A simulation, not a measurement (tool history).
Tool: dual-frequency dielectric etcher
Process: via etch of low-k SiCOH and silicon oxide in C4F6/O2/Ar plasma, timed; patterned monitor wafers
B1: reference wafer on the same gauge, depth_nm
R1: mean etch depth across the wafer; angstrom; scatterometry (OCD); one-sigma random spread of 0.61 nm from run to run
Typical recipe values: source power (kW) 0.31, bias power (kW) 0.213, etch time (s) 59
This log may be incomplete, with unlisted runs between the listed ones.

run 1 hour=0 | source_power_(kW)=0.31 bias_power_(kW)=0.191 etch_time_(s)=59 | B1=154.2 | R1=1455
run 2 hour=54.2 | source_power_(kW)=0.31 bias_power_(kW)=0.191 etch_time_(s)=59 | B1=154 | R1=1447
run 3 hour=118.1 | source_power_(kW)=0.31 bias_power_(kW)=0.191 etch_time_(s)=59 | B1=154.3 | R1=1442
run 4 hour=167.2 | source_power_(kW)=0.33 bias_power_(kW)=0.213 etch_time_(s)=59 | B1=154 | R1=1510
run 5 hour=204.1 | source_power_(kW)=0.33 bias_power_(kW)=0.213 etch_time_(s)=59 | B1=154.4 | R1=1512
run 6 hour=239.4 | source_power_(kW)=0.31 bias_power_(kW)=0.227 etch_time_(s)=59 | B1=154 | R1=1491
-- hour=297.7 wet clean of the chamber
run 7 hour=298.2 | source_power_(kW)=0.31 bias_power_(kW)=0.227 etch_time_(s)=59 | B1=154 | R1=1575
run 8 hour=317.9 | source_power_(kW)=0.31 bias_power_(kW)=0.213 etch_time_(s)=59 | B1=154 | R1=1533
run 9 hour=370.4 | source_power_(kW)=0.31 bias_power_(kW)=0.213 etch_time_(s)=59 | B1=154 | R1=1529
run 10 hour=400.1 | source_power_(kW)=0.25 bias_power_(kW)=0.213 etch_time_(s)=59 | B1=154.2 | R1=1405
-- hour=410.8 bias power generator calibrated
-- hour=458.6 upper electrode replaced, of another model than before
run 11 hour=608.8 | source_power_(kW)=0.35 bias_power_(kW)=0.182 etch_time_(s)=59 | B1=153.8 | R1=1584
run 12 hour=637.2 | source_power_(kW)=0.27 bias_power_(kW)=0.213 etch_time_(s)=47.5 | B1=153.8 | R1=1087
run 13 hour=672.9 | source_power_(kW)=0.31 bias_power_(kW)=0.228 etch_time_(s)=42 | B1=154.2 | R1=1068
run 14 hour=707.6 | source_power_(kW)=0.37 bias_power_(kW)=0.176 etch_time_(s)=59 | B1=154 | R1=1604
-- hour=775.1 wet clean of the chamber
run 15 hour=775.6 | source_power_(kW)=0.31 bias_power_(kW)=0.227 etch_time_(s)=59 | B1=154 | R1=1557
run 16 hour=812.3 | source_power_(kW)=0.31 bias_power_(kW)=0.183 etch_time_(s)=66.5 | B1=154.2 | R1=1701
-- hour=849.3 source power generator calibrated
run 17 hour=874.5 | source_power_(kW)=0.31 bias_power_(kW)=0.167 etch_time_(s)=59 | B1=153.9 | R1=1470
-- hour=886.7 gauge calibrated
run 18 hour=906.7 | source_power_(kW)=0.31 bias_power_(kW)=0.213 etch_time_(s)=59 | B1=153.8 | R1=1528
run 19 hour=969.3 | source_power_(kW)=0.31 bias_power_(kW)=0.213 etch_time_(s)=59 | B1=154.1 | R1=1523
run 20 hour=1004.5 | source_power_(kW)=0.35 bias_power_(kW)=0.197 etch_time_(s)=71 | B1=154 | R1=1940
run 21 hour=1066.9 | source_power_(kW)=0.27 bias_power_(kW)=0.24 etch_time_(s)=51.5 | B1=153.8 | R1=1210
run 22 hour=1107.1 | source_power_(kW)=0.31 bias_power_(kW)=0.213 etch_time_(s)=59 | B1=154.2 | R1=1493
run 23 hour=1166.4 | source_power_(kW)=0.31 bias_power_(kW)=0.239 etch_time_(s)=59 | B1=154 | R1=1512
run 24 hour=1227.2 | source_power_(kW)=0.31 bias_power_(kW)=0.213 etch_time_(s)=53.5 | B1=154 | R1=1338
run 25 hour=1280.8 | source_power_(kW)=0.31 bias_power_(kW)=0.213 etch_time_(s)=59 | B1=154 | R1=1466
-- hour=1348 wet clean of the chamber
run 26 hour=1348.5 | source_power_(kW)=0.31 bias_power_(kW)=0.166 etch_time_(s)=52.5 | B1=153.7 | R1=1304
run 27 hour=1376.9 | source_power_(kW)=0.34 bias_power_(kW)=0.194 etch_time_(s)=59 | B1=154 | R1=1592
run 28 hour=1403.4 | source_power_(kW)=0.31 bias_power_(kW)=0.213 etch_time_(s)=59 | B1=154.2 | R1=1523

What the log doesn't show, run by run:
source power that arrives over what is set, %: 0 at every run
bias power that arrives over what is set, %: 0 at every run
gauge reads high (%): 0 at every run
H1: etch rate over this chamber's usual, %
run=1 H1=-2.22
run=2 H1=-2.72
run=3 H1=-3.32
run=4 H1=-3.77
run=5 H1=-4.12
run=6 H1=-4.45
run=7 H1=0.25
run=8 H1=0.0665
run=9 H1=-0.422
run=10 H1=-0.698
run=11 H1=-2.64
run=12 H1=-2.9
run=13 H1=-3.24
run=14 H1=-3.56
run=15 H1=0.652
run=16 H1=0.311
run=17 H1=-0.267
run=18 H1=-0.567
run=19 H1=-1.15
run=20 H1=-1.48
run=21 H1=-2.06
run=22 H1=-2.43
run=23 H1=-2.98
run=24 H1=-3.55
run=25 H1=-4.05
run=26 H1=-0.449
run=27 H1=-0.713
run=28 H1=-0.959
